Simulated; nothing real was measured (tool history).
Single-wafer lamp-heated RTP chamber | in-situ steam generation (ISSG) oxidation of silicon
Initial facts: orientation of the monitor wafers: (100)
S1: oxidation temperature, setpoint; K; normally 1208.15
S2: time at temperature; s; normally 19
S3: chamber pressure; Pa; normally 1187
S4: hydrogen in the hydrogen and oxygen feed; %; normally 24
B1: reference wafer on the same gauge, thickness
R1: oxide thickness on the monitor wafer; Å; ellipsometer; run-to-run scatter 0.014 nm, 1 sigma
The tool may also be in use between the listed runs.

run      day       S1  S2    S3  S4     B1     R1
  1    0.000  1208.15  19  1280  24  4.027  41.19
  2    2.846  1208.15  19  1280  24  4.028  41.32
  3    7.338  1218.15  22  1187  24  4.017  45.41
       9.962  -- pyrometer window cleaned and pyrometer calibrated
  4    9.983  1218.15  22  1187  24  4.011  45.42
  5   13.496  1208.15  19  1187  24  4.008  41.28
  6   16.408  1208.15  19  1187  24  4.005  41.26
  7   20.675  1208.15  19  1040  24  3.992  41.63
  8   23.438  1208.15  19  1187  24  3.996  41.37
  9   27.633  1208.15  19  1187  24  3.988  41.10
 10   29.808  1208.15  19  1187  24  3.977  41.09
 11   32.996  1208.15  19  1187  24  3.970  41.06
 12   37.121  1208.15  19  1187  18  3.959  38.56
      39.867  -- pyrometer window cleaned and pyrometer calibrated
 13   39.900  1190.15  19  1360  24  3.953  38.25
 14   43.579  1201.15  19  1187  24  3.943  39.94
      47.179  -- pressure gauge zeroed
 15   47.808  1189.15  14  1027  19  3.929  33.11
 16   51.204  1208.15  19  1280  29  3.918  41.94
 17   55.654  1223.15  12  1027  16  3.907  32.26
 18   60.092  1208.15  19  1187  16  3.888  36.71
      60.254  -- gauge calibrated
 19   63.571  1208.15  24  1253  24  4.072  45.90
      65.100  -- pyrometer window cleaned and pyrometer calibrated
 20   67.621  1208.15  13  1000  24  4.069  37.22
      69.938  -- hydrogen flow controller replaced
 21   70.558  1221.15  26  1320  17  4.067  45.59
 22   75.046  1228.15  22  1133  19  4.067  44.99
 23   78.750  1208.15  19  1080  16  4.069  38.82
 24   90.129  1208.15  19  1187  24  4.051  41.93
 25   92.975  1202.15  16  1187  16  4.051  35.31
      94.012  -- pyrometer window cleaned and pyrometer calibrated
 26   95.883  1208.15  19  1187  24  4.048  41.82
 27  100.117  1222.15  19  1187  24  4.041  43.52
 28  104.483  1208.15  15  1280  24  4.034  37.65
 29  107.746  1221.15  14  1133  20  4.031  36.85

Forecast run 30:
 30  109.679  1222.15  19  1187  24   ?   ?

Run 30 gave B1 4.028, R1 43.40 Å.
Minus the tool's unlogged condition, the same run would have read R1 43.87 Å.

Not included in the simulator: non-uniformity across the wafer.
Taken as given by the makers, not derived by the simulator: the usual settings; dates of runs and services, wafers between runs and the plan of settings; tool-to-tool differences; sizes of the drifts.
